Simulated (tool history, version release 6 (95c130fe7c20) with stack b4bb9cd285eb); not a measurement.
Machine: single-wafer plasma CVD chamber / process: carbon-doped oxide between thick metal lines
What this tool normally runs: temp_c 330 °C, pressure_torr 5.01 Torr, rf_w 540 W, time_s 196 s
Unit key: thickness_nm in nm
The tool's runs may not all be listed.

run	hour	temp_c	pressure_torr	rf_w	time_s	wafers since the last listed run	hours since the last thermocouple change	hours since the last RF generator calibration	hours since the last manometer calibration	hours since the showerhead was replaced	hours since the gauge calibration	read-back reference wafer on the same gauge, thickness_nm	thickness_nm
1	0	330	5.01	540	196	0	1111.7	428.5	913.5	5162.9	413.2	1060.799	1123.559
2	96.8	330	5.01	540	196	894	1208.5	525.3	1010.3	5259.7	510	1059.841	1123.458
3	120.4	330	5.01	540	196	218	1232.1	548.9	1033.9	5283.3	533.6	1060.393	1118.962
4	137.7	336	5.45	540	196	159	1249.4	566.2	1051.2	5300.6	550.9	1061.402	1109.16
5	169.7	330	5.01	540	196	295	1281.4	598.2	1083.2	5332.6	582.9	1061.421	1115.581
6	185.2	330	5.01	540	196	143	1296.9	613.7	1098.7	5348.1	598.4	1061.038	1116.374
7	220.8	330	5.01	540	196	328	1332.5	649.3	1134.3	5383.7	634	1060.526	1112.869
8	236.3	330	5.01	540	196	143	1348	664.8	1149.8	5399.2	649.5	1059.324	1115.348
# hour 258: capacitance manometer re-zeroed and calibrated
9	290.5	330	5.01	540	196	426	1402.2	719	32.5	5453.4	703.7	1059.336	1115.187
10	315.6	330	5.01	540	196	231	1427.3	744.1	57.6	5478.5	728.8	1060.334	1107.867
# hour 326.2: thermocouple changed; heater temperature recalibrated
11	341.2	330	5.01	540	196	162	15	769.7	83.2	5504.1	754.4	1059.449	1103.536
12	353.2	330	5.01	540	227	110	27	781.7	95.2	5516.1	766.4	1059.941	1282.893
13	387.9	323	5.01	540	207	320	61.7	816.4	129.9	5550.8	801.1	1059.815	1195.517
14	410.7	330	5.01	540	196	210	84.5	839.2	152.7	5573.6	823.9	1060.864	1108.075
# hour 419.1: gauge calibrated
15	437.6	317	4.6	435	214	248	111.4	866.1	179.6	5600.5	18.5	1060.256	1042.898
16	451.4	326	5.01	540	196	127	125.2	879.9	193.4	5614.3	32.3	1060.211	1114.589
# hour 472.2: showerhead replaced
17	483	345	6.03	460	196	218	156.8	911.5	225	10.8	63.9	1059.456	940.265
18	504.8	320	5.01	510	196	201	178.6	933.3	246.8	32.6	85.7	1059.786	1090.998
19	534	342	6.11	490	196	269	207.8	962.5	276	61.8	114.9	1059.791	1002.504
# hour 552.8: RF generator calibrated
20	569	330	5.95	465	196	249	242.8	16.2	311	96.8	149.9	1060.547	1041.951
21	591.3	330	5.01	540	196	206	265.1	38.5	333.3	119.1	172.2	1060.429	1137.754
22	624.6	330	5.01	640	196	307	298.4	71.8	366.6	152.4	205.5	1059.907	1281.116
23	644.2	330	4.65	605	196	181	318	91.4	386.2	172	225.1	1060.231	1220.788
24	678	335	5.01	540	196	312	351.8	125.2	420	205.8	258.9	1060.104	1125.653
25	692	320	5.01	510	196	129	365.8	139.2	434	219.8	272.9	1058.272	1135.538
26	725.2	330	5.01	570	220	306	399	172.4	467.2	253	306.1	1059.641	1328.006
27	739	330	5.37	485	196	127	412.8	186.2	481	266.8	319.9	1059.384	1067.359

Consider 5 possible next runs. They are alternatives, not a sequence: every one starts from the tool as it was left by run 27. What does each give?
A	739.5	330	5.01	540	196	4	413.3	186.7	481.5	267.3	320.4	?	?
B	739.5	330	5.01	540	177	4	413.3	186.7	481.5	267.3	320.4	?	?
C	739.5	330	4.19	640	225	4	413.3	186.7	481.5	267.3	320.4	?	?
D	739.5	330	5.01	540	225	4	413.3	186.7	481.5	267.3	320.4	?	?
E	739.5	320	4.01	540	196	4	413.3	186.7	481.5	267.3	320.4	?	?

run	read-back reference wafer on the same gauge, thickness_nm	thickness_nm
A	1059.182	1138.163
B	1059.182	1028.134
C	1059.182	1437.188
D	1059.182	1306.1
E	1059.182	1148.041
Take away the tool's hidden state, keep each run's random variation, and the runs would have read:
run	thickness_nm
A	1147.678
B	1036.73
C	1448.618
D	1317.02
E	1157.638

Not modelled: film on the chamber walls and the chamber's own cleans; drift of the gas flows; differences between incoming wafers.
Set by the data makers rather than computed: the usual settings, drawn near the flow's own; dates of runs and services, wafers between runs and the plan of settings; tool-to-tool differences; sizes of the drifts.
